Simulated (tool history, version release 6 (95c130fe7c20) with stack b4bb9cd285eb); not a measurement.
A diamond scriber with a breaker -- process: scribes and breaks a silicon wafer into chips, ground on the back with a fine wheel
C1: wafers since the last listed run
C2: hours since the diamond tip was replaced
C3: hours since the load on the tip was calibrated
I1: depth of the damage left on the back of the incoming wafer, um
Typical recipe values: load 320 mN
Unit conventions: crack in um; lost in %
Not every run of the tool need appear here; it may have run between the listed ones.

Run 1, hour 0: usual settings but load 353 mN; C1 0; C2 376.5; C3 1968.2; I1 2.71. Result: crack 8.89 um, lost 4.47 %.
Run 2, hour 16.3: usual settings; C1 40; C2 392.8; C3 1984.5; I1 2.37. Result: crack 8.34 um, lost 4.8 %.
Run 3, hour 31.6: usual settings; C1 37; C2 408.1; C3 1999.8; I1 2.92. Result: crack 8.46 um, lost 6.26 %.
Run 4, hour 40.2: usual settings; C1 21; C2 416.7; C3 2008.4; I1 2.05. Result: crack 8.27 um, lost 4.54 %.
Run 5, hour 52: usual settings; C1 29; C2 428.5; C3 2020.2; I1 2.54. Result: crack 8.42 um, lost 5.33 %.
Run 6, hour 68: usual settings but load 366 mN; C1 39; C2 444.5; C3 2036.2; I1 1.95. Result: crack 8.78 um, lost 3.28 %.
Run 7, hour 74.4: usual settings but load 366 mN; C1 15; C2 450.9; C3 2042.6; I1 2.28. Result: crack 8.94 um, lost 4.03 %.
Run 8, hour 83: usual settings but load 366 mN; C1 21; C2 459.5; C3 2051.2; I1 1.52. Result: crack 8.71 um, lost 2.86 %.
Run 9, hour 96.5: usual settings; C1 33; C2 473; C3 2064.7; I1 2.34. Result: crack 8.25 um, lost 5.95 %.
Run 10, hour 105.6: usual settings; C1 22; C2 482.1; C3 2073.8; I1 2.82. Result: crack 8.16 um, lost 6.86 %.
Run 11, hour 112.8: usual settings; C1 17; C2 489.3; C3 2081; I1 2.78. Result: crack 8.33 um, lost 7.16 %.
Run 12, hour 122.4: usual settings; C1 23; C2 498.9; C3 2090.6; I1 2.02. Result: crack 8.25 um, lost 5.35 %.
At hour 132: diamond tip replaced by a new one.
Run 13, hour 138.8: usual settings but load 287 mN; C1 35; C2 6.8; C3 2107; I1 2.26. Result: crack 9.2 um, lost 3.29 %.
Run 14, hour 147.9: usual settings but load 287 mN; C1 22; C2 15.9; C3 2116.1; I1 2.67. Result: crack 9 um, lost 3.94 %.
At hour 158: load on the tip recalibrated.
Run 15, hour 164.7: usual settings but load 345 mN; C1 36; C2 32.7; C3 6.7; I1 2.83. Result: crack 9.65 um, lost 3.97 %.
Run 16, hour 171: usual settings but load 345 mN; C1 15; C2 39; C3 13; I1 2.06. Result: crack 9.71 um, lost 2.79 %.
Run 17, hour 179.7: usual settings but load 244 mN; C1 21; C2 47.7; C3 21.7; I1 1.92. Result: crack 8.52 um, lost 4.65 %.
Run 18, hour 195.6: usual settings but load 244 mN; C1 39; C2 63.6; C3 37.6; I1 1.51. Result: crack 8.28 um, lost 4.18 %.
Run 19, hour 209.2: usual settings; C1 33; C2 77.2; C3 51.2; I1 1.95. Result: crack 9.41 um, lost 2.72 %.
Run 20, hour 218: usual settings; C1 21; C2 86; C3 60; I1 2.7. Result: crack 9.34 um, lost 3.89 %.
Run 21, hour 231.1: usual settings; C1 32; C2 99.1; C3 73.1; I1 2.09. Result: crack 9.21 um, lost 2.91 %.
Run 22, hour 242.8: usual settings but load 289 mN; C1 28; C2 110.8; C3 84.8; I1 1.63. Result: crack 8.88 um, lost 3 %.
Run 23, hour 253.4: usual settings; C1 26; C2 121.4; C3 95.4; I1 2.33. Result: crack 9.09 um, lost 3.27 %.
Run 24, hour 259.6: usual settings but load 247 mN; C1 15; C2 127.6; C3 101.6; I1 2.36. Result: crack 8.14 um, lost 5.4 %.
Run 25, hour 273.5: usual settings but load 273 mN; C1 34; C2 141.5; C3 115.5; I1 2.73. Result: crack 8.54 um, lost 5.7 %.
Run 26, hour 279.8: usual settings but load 268 mN; C1 15; C2 147.8; C3 121.8; I1 2.46. Result: crack 8.34 um, lost 5.42 %.
Run 27, hour 287.2: usual settings but load 239 mN; C1 18; C2 155.2; C3 129.2; I1 2.43. Result: crack 8.19 um, lost 6.73 %.
Run 28, hour 296.9: usual settings; C1 23; C2 164.9; C3 138.9; I1 2.43. Result: crack 9.18 um, lost 3.27 %.
Run 29, hour 304.1: usual settings but load 408 mN; C1 17; C2 172.1; C3 146.1; I1 2.09. Result: crack 10.06 um, lost 2.95 %.
Run 30, hour 310.7: usual settings but load 358 mN; C1 16; C2 178.7; C3 152.7; I1 2.87. Result: crack 9.68 um, lost 3.94 %.
Run 31, hour 318.7: usual settings but load 251 mN; C1 19; C2 186.7; C3 160.7; I1 1.64. Result: crack 8.19 um, lost 5.03 %.
Run 32, hour 329.8: usual settings but load 284 mN; C1 27; C2 197.8; C3 171.8; I1 1.77. Result: crack 8.62 um, lost 3.76 %.
Run 33, hour 336.8: usual settings but load 376 mN; C1 17; C2 204.8; C3 178.8; I1 1.73. Result: crack 9.68 um, lost 2.48 %.
Run 34, hour 344.9: usual settings; C1 19; C2 212.9; C3 186.9; I1 1.59. Result: crack 9.11 um, lost 2.59 %.
Run 35, hour 359.9: usual settings; C1 36; C2 227.9; C3 201.9; I1 2.44. Result: crack 8.92 um, lost 3.55 %.
Run 36, hour 372: usual settings but load 370 mN; C1 29; C2 240; C3 214; I1 2.89. Result: crack 9.44 um, lost 3.71 %.

Run 37, settings as shown, results not yet in. Your forecast:
Run 37, hour 388.2: usual settings but load 291 mN; C1 39; C2 256.2; C3 230.2; I1 1.59. Result: crack ?, lost ?.

crack: 8.35 um
lost: 3.67 %
Without the tool's hidden state the same run would have given crack 8.91 um, lost 2.54 %.
